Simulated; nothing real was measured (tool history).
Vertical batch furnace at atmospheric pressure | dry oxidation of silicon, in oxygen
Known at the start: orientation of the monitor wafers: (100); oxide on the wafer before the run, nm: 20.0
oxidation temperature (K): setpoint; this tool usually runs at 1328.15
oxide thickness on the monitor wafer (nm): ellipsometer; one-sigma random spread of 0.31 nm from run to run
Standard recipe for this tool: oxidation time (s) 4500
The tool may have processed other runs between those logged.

run    hour  oxidation temperature (K)  oxidation time (s)  wafers since the last listed run  hours since the last temperature calibration  hours since the boat lift was adjusted  hours since the gauge calibration  read-back reference wafer on the same gauge, thickness  oxide thickness on the monitor wafer (nm)
  1       0                    1346.15                4500                                 0                                        1680.8                                  1044.8                              846.2                                                   94.99                                     107.99
  2    39.9                    1320.15                4500                               452                                        1720.7                                  1084.7                              886.1                                                   94.98                                      89.25
  3    79.4                    1320.15                4500                               447                                        1760.2                                  1124.2                              925.6                                                   95.07                                      89.36
  4   146.4                    1316.15                4500                               759                                        1827.2                                  1191.2                              992.6                                                   94.98                                       86.3
  5   207.3                    1316.15                4500                               690                                        1888.1                                  1252.1                             1053.5                                                   94.99                                      86.26
  6   268.9                    1316.15                4500                               698                                        1949.7                                  1313.7                             1115.1                                                   95.02                                      85.97
  7   300.6                    1328.15                4500                               359                                        1981.4                                  1345.4                             1146.8                                                   94.95                                      93.69
  8   357.8                    1328.15                4500                               648                                        2038.6                                  1402.6                               1204                                                   94.98                                      93.91
  9     420                    1328.15                5010                               704                                        2100.8                                  1464.8                             1266.2                                                   94.92                                      99.93
 10   484.8                    1328.15                5010                               734                                        2165.6                                  1529.6                               1331                                                   94.94                                     100.02
      544.5  -- boat lift adjusted
 11     545                    1338.15                4500                               410                                        2225.8                                     0.5                             1391.2                                                   95.07                                     103.17
 12   577.8                    1338.15                4500                               371                                        2258.6                                    33.3                               1424                                                   94.95                                     103.58
      602.4  -- thermocouples replaced and temperature profile calibrated
 13   602.9                    1328.15                4500                                12                                           0.5                                    58.4                             1449.1                                                   95.06                                      95.95
 14   659.7                    1328.15                4500                               643                                          57.3                                   115.2                             1505.9                                                   95.02                                      96.28
 15   708.6                    1328.15                4500                               554                                         106.2                                   164.1                             1554.8                                                   94.93                                      96.47
 16   760.1                    1328.15                4500                               583                                         157.7                                   215.6                             1606.3                                                   95.03                                      95.87
 17   796.2                    1328.15                3150                               409                                         193.8                                   251.7                             1642.4                                                      95                                      77.51
 18   852.5                    1314.15                2670                               637                                         250.1                                     308                             1698.7                                                   94.95                                      63.91
 19   886.5                    1316.15                6240                               385                                         284.1                                     342                             1732.7                                                   94.89                                     107.07
 20     912                    1342.15                3300                               288                                         309.6                                   367.5                             1758.2                                                   94.98                                      88.75
 21   950.9                    1328.15                4500                               440                                         348.5                                   406.4                             1797.1                                                   94.91                                      95.75
      987.5  -- gauge calibrated
 22  1018.8                    1338.15                2280                               769                                         416.4                                   474.3                               31.3                                                   95.04                                      70.25
 23  1082.5                    1328.15                4500                               721                                         480.1                                     538                                 95                                                   94.97                                      96.02
 24  1108.2                    1328.15                4500                               291                                         505.8                                   563.7                              120.7                                                   95.08                                      96.28
 25  1161.7                    1339.15                2430                               606                                         559.3                                   617.2                              174.2                                                   94.95                                      72.84
 26  1204.2                    1328.15                4500                               481                                         601.8                                   659.7                              216.7                                                   95.12                                      95.57
 27    1258                    1310.15                3150                               609                                         655.6                                   713.5                              270.5                                                   95.02                                      67.68
 28    1327                    1310.15                2970                               781                                         724.6                                   782.5                              339.5                                                   94.97                                      65.24
 29  1397.8                    1328.15                4500                               802                                         795.4                                   853.3                              410.3                                                   94.94                                      95.36
 30  1444.7                    1328.15                4500                               531                                         842.3                                   900.2                              457.2                                                   95.15                                      95.82
 31    1485                    1335.15                6600                               456                                         882.6                                   940.5                              497.5                                                   94.93                                     127.27
 32  1542.2                    1328.15                4500                               648                                         939.8                                   997.7                              554.7                                                   95.07                                      94.98
 33  1641.7                    1336.15                2370                              1127                                        1039.3                                  1097.2                              654.2                                                   94.98                                      69.66
 34  1706.6                    1349.15                6030                               735                                        1104.2                                  1162.1                              719.1                                                   94.95                                     132.13
 35  1734.3                    1340.15                5850                               313                                        1131.9                                  1189.8                              746.8                                                   94.99                                     121.31

Predict each of these 3 candidate next runs independently; none follows another, all start after run 35:
  A  1738.8                    1328.15                4500                                50                                        1136.4                                  1194.3                              751.3                                                       ?                                          ?
  B  1738.8                    1303.15                2670                                50                                        1136.4                                  1194.3                              751.3                                                       ?                                          ?
  C  1738.8                    1350.15                6690                                50                                        1136.4                                  1194.3                              751.3                                                       ?                                          ?

run  read-back reference wafer on the same gauge, thickness  oxide thickness on the monitor wafer (nm)
  A                                                   95.13                                      94.99
  B                                                   95.13                                      58.12
  C                                                   95.13                                      141.7
With the hidden condition removed and each run's random variation left untouched, the same runs would have given:
run  oxide thickness on the monitor wafer (nm)
  A                                      96.64
  B                                      59.15
  C                                     143.97
